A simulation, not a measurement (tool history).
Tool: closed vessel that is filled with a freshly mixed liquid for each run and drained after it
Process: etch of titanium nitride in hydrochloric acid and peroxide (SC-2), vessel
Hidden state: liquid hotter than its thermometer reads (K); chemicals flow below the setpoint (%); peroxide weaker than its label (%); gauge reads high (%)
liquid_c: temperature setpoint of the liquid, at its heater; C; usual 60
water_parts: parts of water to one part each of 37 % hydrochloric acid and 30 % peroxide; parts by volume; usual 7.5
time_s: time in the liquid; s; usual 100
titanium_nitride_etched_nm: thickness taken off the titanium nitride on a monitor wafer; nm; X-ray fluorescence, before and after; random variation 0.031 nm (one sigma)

run	hour	liquid_c	water_parts	time_s	wafers since the last listed run	hours since the thermometer was replaced	hours since the chemicals flow meter was replaced	hours since the drum of peroxide was connected	hours since the gauge calibration	read-back film thickness of the titanium nitride reference wafer, read on the same gauge (nm)	titanium_nitride_etched_nm
1	0	60	7.5	100	0	2245.6	25.6	778.3	724	139.95	6.25
2	6.5	60	7.5	100	888	2252.1	32.1	784.8	730.5	140.01	6.32
3	16.4	60	7.5	100	1353	2262	42	794.7	740.4	140.02	6.24
4	30.8	60	7.5	100	1968	2276.4	56.4	809.1	754.8	140	6.31
5	43.2	60	7.5	100	1695	2288.8	68.8	821.5	767.2	139.99	6.25
# hour 47.5: gauge calibrated
6	56.9	56.5	4.5	125	1872	2302.5	82.5	835.2	9.4	139.99	9.23
# hour 68.3: thermometer replaced
7	73.8	60	7.5	100	2173	5.5	99.4	852.1	26.3	140.02	5.44
8	81.3	60	11.5	150	1025	13	106.9	859.6	33.8	140.01	5.75
9	95.2	69	7.5	100	1900	26.9	120.8	873.5	47.7	140.01	9.33
10	111.9	60	7.5	100	2283	43.6	137.5	890.2	64.4	139.98	5.45
11	119.4	60	7.5	80	1025	51.1	145	897.7	71.9	140.03	4.34
12	129.8	56.5	11.5	100	1421	61.5	155.4	908.1	82.3	140.02	3.02
13	138.9	51.5	11.5	85	1244	70.6	164.5	917.2	91.4	140	1.87
# hour 146.4: new drum of peroxide connected
14	155.1	60	7.5	100	2078	86.8	180.7	8.7	107.6	139.98	5.39
15	166.2	60	5	150	1517	97.9	191.8	19.8	118.7	139.99	11.15
16	175.4	64	4.5	55	1257	107.1	201	29	127.9	140.01	5.55
17	187	53.5	5	70	1585	118.7	212.6	40.6	139.5	140.02	3.39
18	194.6	68.5	4	130	1039	126.3	220.2	48.2	147.1	139.97	18.51
19	202.6	60	5.5	100	1093	134.3	228.2	56.2	155.1	139.97	6.8
20	215.4	68.5	7.5	100	1749	147.1	241	69	167.9	140	8.98
21	231.3	50.5	9.5	100	2173	163	256.9	84.9	183.8	140.03	2.41
22	244.8	60	7.5	150	1845	176.5	270.4	98.4	197.3	140.03	8.05
23	260.2	67.5	9	125	2105	191.9	285.8	113.8	212.7	139.98	9.1
24	291.3	60	7.5	100	4251	223	316.9	144.9	243.8	140.01	5.39
25	305.3	60	7.5	100	1914	237	330.9	158.9	257.8	140	5.37
26	357.9	64	5.5	100	7191	289.6	383.5	211.5	310.4	139.99	8.79
27	398.6	69	6.5	140	5564	330.3	424.2	252.2	351.1	139.96	14.5
28	412.1	60	7.5	100	1845	343.8	437.7	265.7	364.6	140.04	5.33
29	425.5	50	7.5	100	1831	357.2	451.1	279.1	378	139.99	2.82
30	440.6	60	7.5	45	2064	372.3	466.2	294.2	393.1	140	2.42

Some steps in titanium_nitride_etched_nm, run to run, broken into two amounts with sign: the step expected even without the hidden condition (settings, incoming material, random variation), and the rest, left for the hidden condition together with whatever gauge scatter is not in both the measured and the hidden-condition-free result:
Run 5 -> 6: liquid_c 60 -> 56.5, water_parts 7.5 -> 4.5, time_s 100 -> 125, gauge calibrated. titanium_nitride_etched_nm +2.98 nm: hidden state +0.44, all else +2.54.
Run 6 -> 7: liquid_c 56.5 -> 60, water_parts 4.5 -> 7.5, time_s 125 -> 100, thermometer replaced. titanium_nitride_etched_nm -3.79 nm: hidden state -1.3, all else -2.49.
Run 17 -> 18: liquid_c 53.5 -> 68.5, water_parts 5 -> 4, time_s 70 -> 130. titanium_nitride_etched_nm +15.12 nm: hidden state -0.06, all else +15.18.
Run 18 -> 19: liquid_c 68.5 -> 60, water_parts 4 -> 5.5, time_s 130 -> 100. titanium_nitride_etched_nm -11.71 nm: hidden state +0.05, all else -11.76.
Run 27 -> 28: liquid_c 69 -> 60, water_parts 6.5 -> 7.5, time_s 140 -> 100. titanium_nitride_etched_nm -9.17 nm: hidden state +0.11, all else -9.28.

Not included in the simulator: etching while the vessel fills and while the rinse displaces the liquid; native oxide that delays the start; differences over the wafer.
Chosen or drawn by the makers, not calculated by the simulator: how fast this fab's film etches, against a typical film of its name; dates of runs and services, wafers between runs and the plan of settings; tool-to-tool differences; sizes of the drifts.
